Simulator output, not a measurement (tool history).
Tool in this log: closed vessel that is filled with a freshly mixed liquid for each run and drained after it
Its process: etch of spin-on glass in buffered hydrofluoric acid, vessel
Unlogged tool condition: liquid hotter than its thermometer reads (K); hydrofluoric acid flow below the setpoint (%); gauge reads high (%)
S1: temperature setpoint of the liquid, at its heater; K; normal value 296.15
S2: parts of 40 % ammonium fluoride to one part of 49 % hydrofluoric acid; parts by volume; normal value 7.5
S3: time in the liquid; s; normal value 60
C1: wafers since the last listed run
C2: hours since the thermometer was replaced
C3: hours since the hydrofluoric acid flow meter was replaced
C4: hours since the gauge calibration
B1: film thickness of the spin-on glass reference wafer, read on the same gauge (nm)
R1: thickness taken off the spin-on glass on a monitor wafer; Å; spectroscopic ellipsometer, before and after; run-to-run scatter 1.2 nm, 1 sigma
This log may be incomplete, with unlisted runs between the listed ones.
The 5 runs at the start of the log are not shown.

run	hour	S1	S2	S3	C1	C2	C3	C4	B1	R1
6	95.6	297.65	7.5	85	1797	138.9	1775.9	1001.6	40.02	4906.6
7	124.3	297.65	7.5	85	3764	167.6	1804.6	1030.3	39.99	4974.2
8	142.7	297.65	7.5	85	2413	186	1823	1048.7	40	4948.7
# hour 157.3: gauge calibrated
9	159.3	296.15	6	75	2177	202.6	1839.6	2	40	4968.5
10	172.6	296.15	7.5	60	1744	215.9	1852.9	15.3	40.02	3239.6
11	198.1	296.15	7.5	60	3345	241.4	1878.4	40.8	40	3224.7
12	215.8	298.15	5	75	2321	259.1	1896.1	58.5	40.01	6498.5
13	235.9	299.15	7.5	75	2636	279.2	1916.2	78.6	39.99	4750.3
# hour 256.8: hydrofluoric acid flow meter replaced
14	260.8	296.15	7.5	35	3135	304.1	4	103.5	40	1876.9
15	273	292.65	7.5	35	1600	316.3	16.2	115.7	40	1552.9
16	302.9	296.15	7.5	60	3922	346.2	46.1	145.6	40.01	3215.3
17	322.5	293.65	6.5	75	2571	365.8	65.7	165.2	40	4047
18	350.4	296.15	7.5	30	3659	393.7	93.6	193.1	40.03	1623.3
19	384.3	296.15	7.5	60	4446	427.6	127.5	227	39.99	3240.9
20	420.1	297.65	9	45	4696	463.4	163.3	262.8	39.99	2178
21	437.7	299.65	5	80	2308	481	180.9	280.4	40.01	7548.8
22	472.6	296.15	7.5	60	4578	515.9	215.8	315.3	40	3254.8
23	499.8	296.15	5.5	75	3568	543.1	243	342.5	40.01	5401.8

Run 24, settings as shown, results not yet in. Your forecast:
24	511.9	296.15	7.5	80	1587	555.2	255.1	354.6	?	?

Run 24 produced B1 40.01, R1 4357.9 Å.
Were there no unlogged condition in the tool, this run, its random variation unchanged, would have produced R1 4277.5 Å.

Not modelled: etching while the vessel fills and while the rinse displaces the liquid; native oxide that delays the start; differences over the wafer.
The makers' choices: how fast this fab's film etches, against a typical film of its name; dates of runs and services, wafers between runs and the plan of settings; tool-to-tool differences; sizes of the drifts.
